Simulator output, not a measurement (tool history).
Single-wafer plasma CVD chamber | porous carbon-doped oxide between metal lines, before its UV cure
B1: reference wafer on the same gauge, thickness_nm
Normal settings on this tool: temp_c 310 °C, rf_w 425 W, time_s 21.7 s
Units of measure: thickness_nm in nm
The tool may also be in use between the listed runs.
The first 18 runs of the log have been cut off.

run 19 day=58.079 | temp_c=304 rf_w=425 time_s=20 | B1=88.15 | thickness_nm=93.432
run 20 day=62.021 | temp_c=298 rf_w=380 time_s=17.9 | B1=88.198 | thickness_nm=77.69
run 21 day=66.058 | temp_c=310 rf_w=425 time_s=21.7 | B1=88.153 | thickness_nm=95.794
-- day=66.625 RF generator calibrated
-- day=66.929 thermocouple changed; heater temperature recalibrated
run 22 day=67.671 | temp_c=310 rf_w=425 time_s=21.7 | B1=88.168 | thickness_nm=101.021
run 23 day=69.308 | temp_c=301 rf_w=425 time_s=21.7 | B1=87.99 | thickness_nm=107.009
run 24 day=72.192 | temp_c=295 rf_w=380 time_s=25.3 | B1=87.997 | thickness_nm=117.173
run 25 day=74.238 | temp_c=310 rf_w=425 time_s=21.7 | B1=88.078 | thickness_nm=102.225
run 26 day=76.571 | temp_c=321 rf_w=455 time_s=17.9 | B1=88.002 | thickness_nm=84.575
run 27 day=80.271 | temp_c=310 rf_w=425 time_s=21.7 | B1=87.968 | thickness_nm=102.002
run 28 day=82.438 | temp_c=301 rf_w=385 time_s=25.5 | B1=87.969 | thickness_nm=114.867
run 29 day=83.983 | temp_c=310 rf_w=425 time_s=21.7 | B1=88.039 | thickness_nm=102.495
run 30 day=85.679 | temp_c=310 rf_w=375 time_s=25.5 | B1=88.016 | thickness_nm=107.104
run 31 day=88.712 | temp_c=301 rf_w=490 time_s=17.8 | B1=87.895 | thickness_nm=98.649
run 32 day=91.338 | temp_c=310 rf_w=425 time_s=17.7 | B1=88.132 | thickness_nm=83.8
run 33 day=95.521 | temp_c=301 rf_w=425 time_s=21.7 | B1=88.204 | thickness_nm=107.094
run 34 day=97.658 | temp_c=297 rf_w=425 time_s=21.7 | B1=87.935 | thickness_nm=109.079
run 35 day=101.946 | temp_c=305 rf_w=340 time_s=25.6 | B1=88.007 | thickness_nm=99.701

Consider 3 possible next runs. They are alternatives, not a sequence: every one starts from the tool as it was left by run 35. What does each give?
run A day=101.962 | temp_c=310 rf_w=425 time_s=21.7 | B1=? | thickness_nm=?
run B day=101.962 | temp_c=310 rf_w=380 time_s=21.7 | B1=? | thickness_nm=?
run C day=101.962 | temp_c=310 rf_w=425 time_s=24.1 | B1=? | thickness_nm=?

run=A B1=88.059 thickness_nm=100.494
run=B B1=88.059 thickness_nm=91.081
run=C B1=88.059 thickness_nm=111.214
Take away the tool's hidden state, keep each run's random variation, and the runs would have read:
run=A thickness_nm=101.971
run=B thickness_nm=92.467
run=C thickness_nm=112.849

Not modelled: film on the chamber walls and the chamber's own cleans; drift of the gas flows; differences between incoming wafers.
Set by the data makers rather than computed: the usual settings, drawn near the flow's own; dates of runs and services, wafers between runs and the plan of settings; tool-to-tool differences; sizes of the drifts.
